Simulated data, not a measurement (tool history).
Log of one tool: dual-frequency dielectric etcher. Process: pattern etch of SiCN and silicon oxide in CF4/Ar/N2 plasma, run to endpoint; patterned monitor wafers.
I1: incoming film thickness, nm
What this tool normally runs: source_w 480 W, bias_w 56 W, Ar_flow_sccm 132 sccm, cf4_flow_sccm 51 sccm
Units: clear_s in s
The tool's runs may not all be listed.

{"run": 1, "hour": 0.0, "source_w": 480, "bias_w": 56, "Ar_flow_sccm": 132, "cf4_flow_sccm": 47, "I1": 17.06, "clear_s": 21.5}
{"run": 2, "hour": 26.0, "source_w": 420, "bias_w": 56, "Ar_flow_sccm": 132, "cf4_flow_sccm": 51, "I1": 17.06, "clear_s": 22.8}
{"hour": 35.1, "done": "bias power generator calibrated"}
{"run": 3, "hour": 61.1, "source_w": 480, "bias_w": 56, "Ar_flow_sccm": 132, "cf4_flow_sccm": 61, "I1": 16.94, "clear_s": 20.5}
{"run": 4, "hour": 78.0, "source_w": 480, "bias_w": 56, "Ar_flow_sccm": 132, "cf4_flow_sccm": 51, "I1": 17.07, "clear_s": 21.3}
{"run": 5, "hour": 103.6, "source_w": 480, "bias_w": 56, "Ar_flow_sccm": 132, "cf4_flow_sccm": 51, "I1": 16.91, "clear_s": 21.2}
{"hour": 131.3, "done": "CF4 flow controller replaced"}
{"run": 6, "hour": 136.3, "source_w": 430, "bias_w": 56, "Ar_flow_sccm": 132, "cf4_flow_sccm": 51, "I1": 16.99, "clear_s": 22.5}
{"run": 7, "hour": 196.6, "source_w": 480, "bias_w": 56, "Ar_flow_sccm": 132, "cf4_flow_sccm": 51, "I1": 17.16, "clear_s": 21.4}
{"hour": 224.4, "done": "wet clean of the chamber"}
{"run": 8, "hour": 224.9, "source_w": 590, "bias_w": 56, "Ar_flow_sccm": 132, "cf4_flow_sccm": 51, "I1": 16.95, "clear_s": 18.8}
{"run": 9, "hour": 232.1, "source_w": 480, "bias_w": 56, "Ar_flow_sccm": 132, "cf4_flow_sccm": 51, "I1": 17.09, "clear_s": 21.1}
{"hour": 266.0, "done": "upper electrode replaced"}
{"run": 10, "hour": 266.5, "source_w": 590, "bias_w": 45, "Ar_flow_sccm": 132, "cf4_flow_sccm": 51, "I1": 17.14, "clear_s": 20.5}
{"run": 11, "hour": 267.2, "source_w": 480, "bias_w": 56, "Ar_flow_sccm": 160, "cf4_flow_sccm": 57, "I1": 17.04, "clear_s": 21.3}
{"run": 12, "hour": 291.7, "source_w": 590, "bias_w": 56, "Ar_flow_sccm": 132, "cf4_flow_sccm": 51, "I1": 16.97, "clear_s": 18.8}
{"run": 13, "hour": 308.8, "source_w": 480, "bias_w": 56, "Ar_flow_sccm": 132, "cf4_flow_sccm": 51, "I1": 16.94, "clear_s": 21.0}
{"run": 14, "hour": 323.0, "source_w": 480, "bias_w": 56, "Ar_flow_sccm": 132, "cf4_flow_sccm": 51, "I1": 17.05, "clear_s": 21.2}
{"run": 15, "hour": 339.1, "source_w": 580, "bias_w": 56, "Ar_flow_sccm": 152, "cf4_flow_sccm": 57, "I1": 17.21, "clear_s": 19.5}

What will run 16 give?
{"hour": 357.1, "done": "Ar flow controller replaced"}
{"run": 16, "hour": 364.4, "source_w": 520, "bias_w": 69, "Ar_flow_sccm": 117, "cf4_flow_sccm": 38, "I1": 17.03, "clear_s": "?"}

clear_s: 19.3 s
With no hidden state in the tool, this same run would have given clear_s 19.2 s.
